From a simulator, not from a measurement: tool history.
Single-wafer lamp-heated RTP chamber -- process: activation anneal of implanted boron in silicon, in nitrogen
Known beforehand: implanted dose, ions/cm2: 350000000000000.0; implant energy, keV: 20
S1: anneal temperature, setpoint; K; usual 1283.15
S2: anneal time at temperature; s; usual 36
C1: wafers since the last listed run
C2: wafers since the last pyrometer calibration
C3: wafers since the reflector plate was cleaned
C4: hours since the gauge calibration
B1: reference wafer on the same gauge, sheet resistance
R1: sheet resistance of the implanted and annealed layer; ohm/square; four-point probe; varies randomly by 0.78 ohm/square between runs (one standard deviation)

| run | hour | S1 | S2 | C1 | C2 | C3 | C4 | B1 | R1 |
|---|---|---|---|---|---|---|---|---|---|
| 1 | 0.0 | 1299.15 | 36 | 0 | 6579 | 3649 | 420.0 | 297.79 | 267.27 |
| 2 | 26.8 | 1299.15 | 36 | 384 | 6964 | 4034 | 446.8 | 298.34 | 269.26 |
|  | 35.1 | pyrometer window cleaned and pyrometer calibrated |
| 3 | 50.8 | 1299.15 | 36 | 229 | 224 | 4263 | 470.8 | 297.91 | 268.66 |
| 4 | 63.5 | 1283.15 | 45 | 182 | 407 | 4446 | 483.5 | 297.65 | 270.77 |
| 5 | 79.1 | 1271.15 | 36 | 223 | 631 | 4669 | 499.1 | 298.00 | 273.97 |
| 6 | 92.1 | 1283.15 | 36 | 186 | 817 | 4856 | 512.1 | 297.66 | 270.56 |
| 7 | 127.9 | 1283.15 | 36 | 513 | 1331 | 5370 | 547.9 | 298.13 | 271.00 |
| 8 | 149.5 | 1283.15 | 36 | 309 | 1641 | 5680 | 569.5 | 298.38 | 271.64 |
| 9 | 178.9 | 1268.15 | 29 | 421 | 2063 | 6102 | 598.9 | 298.08 | 275.45 |
| 10 | 213.9 | 1268.15 | 29 | 502 | 2565 | 6604 | 633.9 | 297.91 | 275.68 |
| 11 | 241.9 | 1270.15 | 36 | 401 | 2967 | 7006 | 661.9 | 298.09 | 275.45 |
| 12 | 265.2 | 1270.15 | 36 | 334 | 3301 | 7340 | 685.2 | 298.01 | 274.02 |
|  | 276.6 | gauge calibrated |
| 13 | 286.4 | 1270.15 | 36 | 304 | 3606 | 7644 | 9.8 | 297.85 | 275.16 |
| 14 | 320.4 | 1304.15 | 36 | 487 | 4094 | 8132 | 43.8 | 298.08 | 269.03 |
|  | 330.7 | reflector plate cleaned |
| 15 | 346.0 | 1304.15 | 36 | 252 | 4346 | 219 | 69.4 | 298.03 | 266.49 |
| 16 | 359.7 | 1283.15 | 36 | 196 | 4543 | 416 | 83.1 | 298.05 | 271.28 |
| 17 | 392.2 | 1283.15 | 36 | 466 | 5009 | 882 | 115.6 | 298.18 | 269.70 |
| 18 | 424.7 | 1295.15 | 18 | 466 | 5476 | 1349 | 148.1 | 297.90 | 271.71 |
|  | 432.9 | pyrometer window cleaned and pyrometer calibrated |
| 19 | 436.8 | 1269.15 | 36 | 58 | 55 | 1408 | 160.2 | 298.34 | 273.90 |
| 20 | 451.0 | 1260.15 | 30 | 203 | 259 | 1611 | 174.4 | 298.08 | 280.24 |
| 21 | 468.1 | 1283.15 | 49 | 245 | 505 | 1857 | 191.5 | 297.92 | 269.75 |
| 22 | 503.3 | 1283.15 | 36 | 505 | 1010 | 2362 | 226.7 | 297.66 | 271.84 |
| 23 | 518.0 | 1283.15 | 36 | 210 | 1221 | 2573 | 241.4 | 297.72 | 272.01 |
| 24 | 534.8 | 1283.15 | 36 | 241 | 1462 | 2814 | 258.2 | 298.02 | 270.95 |
| 25 | 548.6 | 1261.15 | 57 | 198 | 1660 | 3012 | 272.0 | 297.91 | 274.64 |
| 26 | 584.3 | 1264.15 | 54 | 512 | 2172 | 3524 | 307.7 | 298.09 | 274.54 |
| 27 | 599.4 | 1309.15 | 52 | 216 | 2389 | 3741 | 322.8 | 297.70 | 266.39 |
| 28 | 633.7 | 1283.15 | 28 | 492 | 2881 | 4233 | 357.1 | 298.06 | 271.66 |
| 29 | 662.0 | 1306.15 | 36 | 406 | 3287 | 4640 | 385.4 | 298.07 | 269.18 |
| 30 | 677.3 | 1292.15 | 28 | 219 | 3507 | 4859 | 400.7 | 298.11 | 271.38 |
| 31 | 712.4 | 1283.15 | 57 | 503 | 4011 | 5363 | 435.8 | 297.96 | 268.88 |
| 32 | 733.2 | 1283.15 | 53 | 298 | 4309 | 5661 | 456.6 | 297.86 | 269.99 |
| 33 | 746.1 | 1311.15 | 42 | 185 | 4494 | 5846 | 469.5 | 298.06 | 266.31 |
| 34 | 780.9 | 1255.15 | 36 | 499 | 4994 | 6346 | 504.3 | 298.18 | 283.39 |
| 35 | 800.0 | 1262.15 | 23 | 274 | 5268 | 6620 | 523.4 | 298.03 | 279.33 |

Hidden state at the last listed run before each entry between runs and at the first one after, where it differs:
From run 2 to run 3: pyrometer window cleaned and pyrometer calibrated (hour 35.1)
  no difference in the tool's unlogged condition between these two runs
From run 12 to run 13: gauge calibrated (hour 276.6)
  no difference in the tool's unlogged condition between these two runs
From run 14 to run 15: reflector plate cleaned (hour 330.7)
  no difference in the tool's unlogged condition between these two runs
From run 18 to run 19: pyrometer window cleaned and pyrometer calibrated (hour 432.9)
  no difference in the tool's unlogged condition between these two runs
